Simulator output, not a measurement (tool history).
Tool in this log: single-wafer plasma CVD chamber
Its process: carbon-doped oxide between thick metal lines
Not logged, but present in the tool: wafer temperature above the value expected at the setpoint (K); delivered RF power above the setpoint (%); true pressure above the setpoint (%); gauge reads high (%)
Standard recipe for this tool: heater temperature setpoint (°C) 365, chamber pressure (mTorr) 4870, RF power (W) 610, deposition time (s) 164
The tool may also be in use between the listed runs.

run,hour,heater temperature setpoint (°C),chamber pressure (mTorr),RF power (W),deposition time (s),wafers since the last listed run,hours since the last thermocouple change,hours since the last RF generator calibration,hours since the last manometer calibration,hours since the showerhead was replaced,hours since the gauge calibration,"read-back reference wafer on the same gauge, thickness_nm",mean film thickness on the monitor wafer (nm)
1,0.0,365,4870,610,164,0,2120.2,2001.3,1908.7,5223.4,40.3,846.800,945.218
2,33.3,365,4870,610,164,252,2153.5,2034.6,1942.0,5256.7,73.6,844.387,940.590
3,67.8,365,4870,610,164,261,2188.0,2069.1,1976.5,5291.2,108.1,842.947,939.355
4,102.5,365,4540,610,164,262,2222.7,2103.8,2011.2,5325.9,142.8,842.597,925.263
5,121.4,365,4540,610,164,143,2241.6,2122.7,2030.1,5344.8,161.7,841.690,928.269
6,133.6,365,5520,610,164,92,2253.8,2134.9,2042.3,5357.0,173.9,842.191,958.071
7,156.1,365,5520,610,164,170,2276.3,2157.4,2064.8,5379.5,196.4,842.002,953.241
# hour 161.9: gauge calibrated
8,176.8,365,4870,610,164,156,2297.0,2178.1,2085.5,5400.2,14.9,845.829,942.638
# hour 201.7: thermocouple changed; heater temperature recalibrated
9,204.1,365,4870,610,164,146,2.4,2205.4,2112.8,5427.5,42.2,843.759,937.847
10,221.1,365,4870,555,192,128,19.4,2222.4,2129.8,5444.5,59.2,843.852,1034.701
11,249.9,372,4870,610,189,217,48.2,2251.2,2158.6,5473.3,88.0,842.315,1070.790
# hour 273.3: capacitance manometer re-zeroed and calibrated
# hour 278.0: showerhead replaced
12,279.8,365,4870,610,164,130,78.1,2281.1,6.5,1.8,117.9,841.367,935.562
13,308.9,361,4870,555,164,220,107.2,2310.2,35.6,30.9,147.0,841.018,893.894
# hour 320.0: RF generator calibrated
14,325.5,361,6080,660,189,65,123.8,5.5,52.2,47.5,163.6,841.246,1170.902
15,360.9,365,4870,610,164,267,159.2,40.9,87.6,82.9,199.0,839.941,938.807
16,380.0,373,3860,570,137,144,178.3,60.0,106.7,102.0,218.1,840.188,715.068
# hour 395.0: gauge calibrated
17,400.8,361,6080,660,189,157,199.1,80.8,127.5,122.8,5.8,846.271,1178.513
18,415.5,365,4260,610,164,111,213.8,95.5,142.2,137.5,20.5,846.154,919.374

Below, each run's measurement less what the same run would have read without the hidden state. Both values contain the same run-to-run variation, but the gauge's scatter may not be the same in both:
run,mean film thickness on the monitor wafer (nm)
1,-2.205
2,-4.069
3,-5.300
4,-5.995
5,-6.308
6,-6.670
7,-6.869
8,-1.814
9,-4.039
10,-5.598
11,-7.277
12,-7.269
13,-7.517
14,-10.160
15,-8.529
16,-6.605
17,-1.260
18,-2.423

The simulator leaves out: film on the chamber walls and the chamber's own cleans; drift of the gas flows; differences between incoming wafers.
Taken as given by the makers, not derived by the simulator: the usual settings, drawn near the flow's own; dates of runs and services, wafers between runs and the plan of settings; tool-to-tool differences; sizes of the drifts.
